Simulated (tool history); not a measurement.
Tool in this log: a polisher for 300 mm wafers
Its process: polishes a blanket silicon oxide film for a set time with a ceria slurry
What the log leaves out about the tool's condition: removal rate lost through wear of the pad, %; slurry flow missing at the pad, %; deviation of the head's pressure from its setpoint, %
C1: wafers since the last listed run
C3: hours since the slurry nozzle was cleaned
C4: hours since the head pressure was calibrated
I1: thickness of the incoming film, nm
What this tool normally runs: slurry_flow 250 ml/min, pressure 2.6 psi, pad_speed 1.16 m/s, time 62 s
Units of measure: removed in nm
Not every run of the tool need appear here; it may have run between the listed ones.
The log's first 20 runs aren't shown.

-- hour=239.1 head pressure recalibrated
run 21 hour=239.6 | slurry_flow=275 pressure=2.6 pad_speed=1.16 time=62 | C1=157 wafers_polished_on_this_pad=207 C3=777.3 C4=0.5 | I1=1775.6 | removed=244.5
-- hour=241.0 slurry nozzle cleaned
run 22 hour=249.4 | slurry_flow=325 pressure=3.2 pad_speed=1.16 time=81 | C1=105 wafers_polished_on_this_pad=313 C3=8.4 C4=10.3 | I1=1755.5 | removed=398.0
run 23 hour=256.7 | slurry_flow=250 pressure=2.6 pad_speed=1.16 time=62 | C1=87 wafers_polished_on_this_pad=401 C3=15.7 C4=17.6 | I1=1765.0 | removed=234.1
-- hour=298.0 head pressure recalibrated, repeated, since the last time left the tool worse
run 24 hour=298.5 | slurry_flow=250 pressure=1.9 pad_speed=1.16 time=62 | C1=477 wafers_polished_on_this_pad=878 C3=57.5 C4=0.5 | I1=1767.8 | removed=202.5
-- hour=303.8 worn pad replaced by a new one
run 25 hour=304.2 | slurry_flow=305 pressure=2.6 pad_speed=1.16 time=62 | C1=20 wafers_polished_on_this_pad=4 C3=63.2 C4=6.2 | I1=1762.1 | removed=279.8
run 26 hour=313.5 | slurry_flow=250 pressure=2.6 pad_speed=1.16 time=62 | C1=111 wafers_polished_on_this_pad=116 C3=72.5 C4=15.5 | I1=1785.4 | removed=274.7
run 27 hour=324.4 | slurry_flow=250 pressure=2.6 pad_speed=1.16 time=62 | C1=130 wafers_polished_on_this_pad=246 C3=83.4 C4=26.4 | I1=1768.7 | removed=270.0
run 28 hour=330.6 | slurry_flow=250 pressure=2.6 pad_speed=1.28 time=62 | C1=74 wafers_polished_on_this_pad=321 C3=89.6 C4=32.6 | I1=1785.1 | removed=299.4
run 29 hour=347.1 | slurry_flow=250 pressure=3.2 pad_speed=1.16 time=74 | C1=197 wafers_polished_on_this_pad=519 C3=106.1 C4=49.1 | I1=1726.3 | removed=397.3
run 30 hour=357.6 | slurry_flow=340 pressure=2.3 pad_speed=1.16 time=62 | C1=125 wafers_polished_on_this_pad=645 C3=116.6 C4=59.6 | I1=1758.7 | removed=244.7
run 31 hour=368.5 | slurry_flow=250 pressure=2.9 pad_speed=1.16 time=62 | C1=130 wafers_polished_on_this_pad=775 C3=127.5 C4=70.5 | I1=1777.0 | removed=298.7
-- hour=379.0 worn pad replaced by a new one
run 32 hour=381.8 | slurry_flow=315 pressure=2.6 pad_speed=1.16 time=49 | C1=111 wafers_polished_on_this_pad=33 C3=140.8 C4=83.8 | I1=1767.1 | removed=213.6
run 33 hour=392.5 | slurry_flow=250 pressure=2.6 pad_speed=1.16 time=62 | C1=128 wafers_polished_on_this_pad=161 C3=151.5 C4=94.5 | I1=1789.9 | removed=267.1
run 34 hour=408.6 | slurry_flow=250 pressure=2.6 pad_speed=1.16 time=62 | C1=193 wafers_polished_on_this_pad=354 C3=167.6 C4=110.6 | I1=1747.9 | removed=259.5

Predict each of these 5 candidate next runs independently; none follows another, all start after run 34:
run A hour=409.0 | slurry_flow=250 pressure=2.6 pad_speed=1.16 time=62 | C1=4 wafers_polished_on_this_pad=359 C3=168.0 C4=111.0 | I1=1761.9 | removed=?
run B hour=409.0 | slurry_flow=250 pressure=2.4 pad_speed=0.84 time=62 | C1=4 wafers_polished_on_this_pad=359 C3=168.0 C4=111.0 | I1=1761.9 | removed=?
run C hour=409.0 | slurry_flow=325 pressure=2.3 pad_speed=0.82 time=72 | C1=4 wafers_polished_on_this_pad=359 C3=168.0 C4=111.0 | I1=1761.9 | removed=?
run D hour=409.0 | slurry_flow=305 pressure=2.6 pad_speed=1.52 time=62 | C1=4 wafers_polished_on_this_pad=359 C3=168.0 C4=111.0 | I1=1761.9 | removed=?
run E hour=409.0 | slurry_flow=310 pressure=2.6 pad_speed=1.28 time=62 | C1=4 wafers_polished_on_this_pad=359 C3=168.0 C4=111.0 | I1=1761.9 | removed=?

run=A removed=269.0
run=B removed=186.4
run=C removed=208.6
run=D removed=351.6
run=E removed=300.8
Without the tool's unlogged condition, the same runs would have read:
run=A removed=280.2
run=B removed=194.2
run=C removed=217.3
run=D removed=366.3
run=E removed=313.3
